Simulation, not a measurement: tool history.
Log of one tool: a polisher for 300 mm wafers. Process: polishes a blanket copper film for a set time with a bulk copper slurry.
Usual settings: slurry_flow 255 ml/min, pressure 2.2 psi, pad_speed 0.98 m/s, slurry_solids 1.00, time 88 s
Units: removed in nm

run	hour	slurry_flow	pressure	pad_speed	slurry_solids	time	incoming thickness of the incoming film, nm	removed
1	0.0	255	2.2	0.98	1.00	88	4111.6	691.3
2	6.5	255	2.2	0.98	1.00	88	4097.3	694.9
# hour 16.6: worn pad replaced by a new one
3	22.6	255	2.2	0.98	1.15	88	4120.0	728.3
4	32.4	255	2.2	0.98	1.00	88	4008.5	690.4
5	50.3	255	2.2	0.98	1.00	88	4067.7	681.6
6	66.6	255	2.2	0.98	1.00	88	4039.4	679.3
7	75.5	255	2.2	1.10	1.00	104	4096.3	901.3
8	87.6	255	2.2	1.10	1.00	104	4078.2	878.7
# hour 100.7: head pressure recalibrated
9	102.8	255	2.2	1.10	1.00	104	4104.5	887.6
# hour 122.7: worn pad replaced by a new one
10	124.0	320	2.2	0.98	1.00	88	4080.3	701.0
11	132.3	255	2.2	0.84	0.70	59	4065.3	372.9
12	145.0	330	2.2	0.78	1.00	88	4069.4	618.5
13	153.3	255	1.9	0.98	0.90	74	3999.0	488.4
14	166.6	255	2.2	0.98	1.00	88	4049.6	692.7
15	177.4	255	2.2	0.98	1.00	88	4051.2	702.9
# hour 185.1: slurry nozzle cleaned
# hour 196.5: slurry blender recalibrated
16	197.0	255	2.2	0.98	1.00	88	4066.1	700.2
17	207.8	255	2.2	0.72	1.00	88	4109.0	569.6
18	225.8	215	1.6	0.98	1.30	88	4019.9	535.4
19	232.7	255	2.9	1.12	1.00	88	4049.8	1006.4
# hour 240.4: worn pad replaced by a new one
20	255.0	180	2.2	1.14	1.00	88	4049.9	739.9
21	270.8	255	2.2	0.98	1.00	88	4077.0	701.5

4 ways to go on from here, each from the tool as it stands after run 21. What would each give?
A	271.3	255	2.2	0.98	1.00	88	4040.7	?
B	271.3	285	2.2	0.98	1.00	76	4040.7	?
C	271.3	255	1.5	0.98	1.20	61	4040.7	?
D	271.3	165	1.5	0.98	1.00	88	4040.7	?

run	removed
A	704.1
B	615.5
C	352.1
D	449.7
Without the tool's hidden state the same runs would have given:
run	removed
A	704.1
B	615.5
C	352.1
D	449.7

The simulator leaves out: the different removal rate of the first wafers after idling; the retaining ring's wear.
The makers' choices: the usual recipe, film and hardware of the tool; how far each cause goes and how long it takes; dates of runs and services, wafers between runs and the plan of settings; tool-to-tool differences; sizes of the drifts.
